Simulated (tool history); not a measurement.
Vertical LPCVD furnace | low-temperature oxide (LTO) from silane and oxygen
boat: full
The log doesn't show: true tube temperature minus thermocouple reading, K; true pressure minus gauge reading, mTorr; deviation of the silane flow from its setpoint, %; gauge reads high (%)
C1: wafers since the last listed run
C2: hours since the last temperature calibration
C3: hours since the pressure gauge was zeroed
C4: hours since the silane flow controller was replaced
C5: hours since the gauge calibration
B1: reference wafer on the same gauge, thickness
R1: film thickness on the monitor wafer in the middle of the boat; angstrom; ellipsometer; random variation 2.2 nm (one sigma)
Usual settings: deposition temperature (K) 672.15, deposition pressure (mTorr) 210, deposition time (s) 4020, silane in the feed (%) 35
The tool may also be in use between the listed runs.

run 1 hour=0.0 | deposition_temperature_(K)=672.15 deposition_pressure_(mTorr)=210 deposition_time_(s)=4020 silane_in_the_feed_(%)=35 | C1=0 C2=770.3 C3=3076.0 C4=3616.6 C5=1538.2 | B1=480.48 | R1=5636.0
run 2 hour=37.1 | deposition_temperature_(K)=672.15 deposition_pressure_(mTorr)=210 deposition_time_(s)=4020 silane_in_the_feed_(%)=35 | C1=384 C2=807.4 C3=3113.1 C4=3653.7 C5=1575.3 | B1=480.36 | R1=5596.2
run 3 hour=93.5 | deposition_temperature_(K)=672.15 deposition_pressure_(mTorr)=210 deposition_time_(s)=4020 silane_in_the_feed_(%)=35 | C1=584 C2=863.8 C3=3169.5 C4=3710.1 C5=1631.7 | B1=479.27 | R1=5625.1
run 4 hour=134.8 | deposition_temperature_(K)=672.15 deposition_pressure_(mTorr)=210 deposition_time_(s)=4020 silane_in_the_feed_(%)=35 | C1=428 C2=905.1 C3=3210.8 C4=3751.4 C5=1673.0 | B1=479.97 | R1=5618.9
run 5 hour=176.4 | deposition_temperature_(K)=672.15 deposition_pressure_(mTorr)=210 deposition_time_(s)=4020 silane_in_the_feed_(%)=35 | C1=431 C2=946.7 C3=3252.4 C4=3793.0 C5=1714.6 | B1=480.14 | R1=5671.0
run 6 hour=213.7 | deposition_temperature_(K)=672.15 deposition_pressure_(mTorr)=210 deposition_time_(s)=4020 silane_in_the_feed_(%)=35 | C1=386 C2=984.0 C3=3289.7 C4=3830.3 C5=1751.9 | B1=480.39 | R1=5637.3
run 7 hour=256.3 | deposition_temperature_(K)=672.15 deposition_pressure_(mTorr)=210 deposition_time_(s)=4020 silane_in_the_feed_(%)=35 | C1=441 C2=1026.6 C3=3332.3 C4=3872.9 C5=1794.5 | B1=479.11 | R1=5670.4
run 8 hour=307.2 | deposition_temperature_(K)=672.15 deposition_pressure_(mTorr)=210 deposition_time_(s)=4020 silane_in_the_feed_(%)=35 | C1=527 C2=1077.5 C3=3383.2 C4=3923.8 C5=1845.4 | B1=480.82 | R1=5628.0
run 9 hour=341.3 | deposition_temperature_(K)=672.15 deposition_pressure_(mTorr)=210 deposition_time_(s)=4020 silane_in_the_feed_(%)=35 | C1=353 C2=1111.6 C3=3417.3 C4=3957.9 C5=1879.5 | B1=479.68 | R1=5655.4
run 10 hour=403.3 | deposition_temperature_(K)=672.15 deposition_pressure_(mTorr)=210 deposition_time_(s)=4020 silane_in_the_feed_(%)=35 | C1=642 C2=1173.6 C3=3479.3 C4=4019.9 C5=1941.5 | B1=479.32 | R1=5647.0
run 11 hour=465.1 | deposition_temperature_(K)=672.15 deposition_pressure_(mTorr)=210 deposition_time_(s)=4020 silane_in_the_feed_(%)=35 | C1=640 C2=1235.4 C3=3541.1 C4=4081.7 C5=2003.3 | B1=481.00 | R1=5686.5
-- hour=515.9 silane flow controller replaced
-- hour=517.0 pressure gauge zeroed
run 12 hour=517.5 | deposition_temperature_(K)=672.15 deposition_pressure_(mTorr)=210 deposition_time_(s)=4020 silane_in_the_feed_(%)=35 | C1=283 C2=1287.8 C3=0.5 C4=1.6 C5=2055.7 | B1=479.63 | R1=5376.8
-- hour=604.2 thermocouples replaced and temperature profile calibrated
run 13 hour=604.7 | deposition_temperature_(K)=668.15 deposition_pressure_(mTorr)=210 deposition_time_(s)=4020 silane_in_the_feed_(%)=42 | C1=655 C2=0.5 C3=87.7 C4=88.8 C5=2142.9 | B1=480.13 | R1=6339.0
run 14 hour=628.7 | deposition_temperature_(K)=672.15 deposition_pressure_(mTorr)=235 deposition_time_(s)=4020 silane_in_the_feed_(%)=35 | C1=248 C2=24.5 C3=111.7 C4=112.8 C5=2166.9 | B1=479.64 | R1=5888.7
run 15 hour=700.5 | deposition_temperature_(K)=672.15 deposition_pressure_(mTorr)=210 deposition_time_(s)=5550 silane_in_the_feed_(%)=35 | C1=744 C2=96.3 C3=183.5 C4=184.6 C5=2238.7 | B1=480.04 | R1=7262.9
run 16 hour=846.0 | deposition_temperature_(K)=672.15 deposition_pressure_(mTorr)=235 deposition_time_(s)=4020 silane_in_the_feed_(%)=30 | C1=1508 C2=241.8 C3=329.0 C4=330.1 C5=2384.2 | B1=481.40 | R1=4809.2
run 17 hour=902.5 | deposition_temperature_(K)=672.15 deposition_pressure_(mTorr)=180 deposition_time_(s)=3090 silane_in_the_feed_(%)=35 | C1=585 C2=298.3 C3=385.5 C4=386.6 C5=2440.7 | B1=480.13 | R1=3510.0
run 18 hour=963.5 | deposition_temperature_(K)=672.15 deposition_pressure_(mTorr)=210 deposition_time_(s)=4020 silane_in_the_feed_(%)=35 | C1=632 C2=359.3 C3=446.5 C4=447.6 C5=2501.7 | B1=479.67 | R1=5334.7
-- hour=1106.4 gauge calibrated
run 19 hour=1138.5 | deposition_temperature_(K)=662.15 deposition_pressure_(mTorr)=210 deposition_time_(s)=4020 silane_in_the_feed_(%)=35 | C1=1814 C2=534.3 C3=621.5 C4=622.6 C5=32.1 | B1=480.12 | R1=4748.2
run 20 hour=1188.7 | deposition_temperature_(K)=677.15 deposition_pressure_(mTorr)=210 deposition_time_(s)=2640 silane_in_the_feed_(%)=41 | C1=520 C2=584.5 C3=671.7 C4=672.8 C5=82.3 | B1=480.15 | R1=4530.3
run 21 hour=1224.2 | deposition_temperature_(K)=672.15 deposition_pressure_(mTorr)=210 deposition_time_(s)=3030 silane_in_the_feed_(%)=41 | C1=368 C2=620.0 C3=707.2 C4=708.3 C5=117.8 | B1=481.20 | R1=4950.9
run 22 hour=1267.6 | deposition_temperature_(K)=672.15 deposition_pressure_(mTorr)=170 deposition_time_(s)=4020 silane_in_the_feed_(%)=35 | C1=449 C2=663.4 C3=750.6 C4=751.7 C5=161.2 | B1=479.66 | R1=4376.4
run 23 hour=1291.9 | deposition_temperature_(K)=666.15 deposition_pressure_(mTorr)=180 deposition_time_(s)=5610 silane_in_the_feed_(%)=29 | C1=251 C2=687.7 C3=774.9 C4=776.0 C5=185.5 | B1=481.37 | R1=4600.7
run 24 hour=1337.1 | deposition_temperature_(K)=672.15 deposition_pressure_(mTorr)=210 deposition_time_(s)=4020 silane_in_the_feed_(%)=37 | C1=468 C2=732.9 C3=820.1 C4=821.2 C5=230.7 | B1=479.83 | R1=5811.1
run 25 hour=1398.8 | deposition_temperature_(K)=672.15 deposition_pressure_(mTorr)=160 deposition_time_(s)=4020 silane_in_the_feed_(%)=35 | C1=639 C2=794.6 C3=881.8 C4=882.9 C5=292.4 | B1=479.82 | R1=4127.0
run 26 hour=1436.2 | deposition_temperature_(K)=672.15 deposition_pressure_(mTorr)=210 deposition_time_(s)=4020 silane_in_the_feed_(%)=35 | C1=387 C2=832.0 C3=919.2 C4=920.3 C5=329.8 | B1=480.32 | R1=5415.4
run 27 hour=1503.6 | deposition_temperature_(K)=677.15 deposition_pressure_(mTorr)=240 deposition_time_(s)=4020 silane_in_the_feed_(%)=35 | C1=698 C2=899.4 C3=986.6 C4=987.7 C5=397.2 | B1=480.03 | R1=6537.4
run 28 hour=1536.4 | deposition_temperature_(K)=681.15 deposition_pressure_(mTorr)=175 deposition_time_(s)=4020 silane_in_the_feed_(%)=38 | C1=340 C2=932.2 C3=1019.4 C4=1020.5 C5=430.0 | B1=480.49 | R1=5548.1
run 29 hour=1645.2 | deposition_temperature_(K)=672.15 deposition_pressure_(mTorr)=210 deposition_time_(s)=4020 silane_in_the_feed_(%)=35 | C1=1127 C2=1041.0 C3=1128.2 C4=1129.3 C5=538.8 | B1=478.72 | R1=5443.0
run 30 hour=1719.1 | deposition_temperature_(K)=672.15 deposition_pressure_(mTorr)=210 deposition_time_(s)=4020 silane_in_the_feed_(%)=35 | C1=766 C2=1114.9 C3=1202.1 C4=1203.2 C5=612.7 | B1=480.77 | R1=5431.1

Measured less the same run without the tool's hidden state. The same run-to-run variation is in both; the gauge's scatter may not be:
run=1 R1=+355.7
run=2 R1=+357.2
run=3 R1=+364.9
run=4 R1=+368.5
run=5 R1=+375.9
run=6 R1=+377.2
run=7 R1=+383.2
run=8 R1=+384.7
run=9 R1=+389.4
run=10 R1=+393.7
run=11 R1=+401.2
run=12 R1=+107.3
run=13 R1=-11.1
run=14 R1=-5.2
run=15 R1=+22.6
run=16 R1=+49.7
run=17 R1=+42.7
run=18 R1=+77.0
run=19 R1=+98.0
run=20 R1=+87.4
run=21 R1=+101.4
run=22 R1=+101.8
run=23 R1=+120.9
run=24 R1=+140.5
run=25 R1=+108.1
run=26 R1=+146.0
run=27 R1=+181.7
run=28 R1=+148.2
run=29 R1=+167.5
run=30 R1=+173.8

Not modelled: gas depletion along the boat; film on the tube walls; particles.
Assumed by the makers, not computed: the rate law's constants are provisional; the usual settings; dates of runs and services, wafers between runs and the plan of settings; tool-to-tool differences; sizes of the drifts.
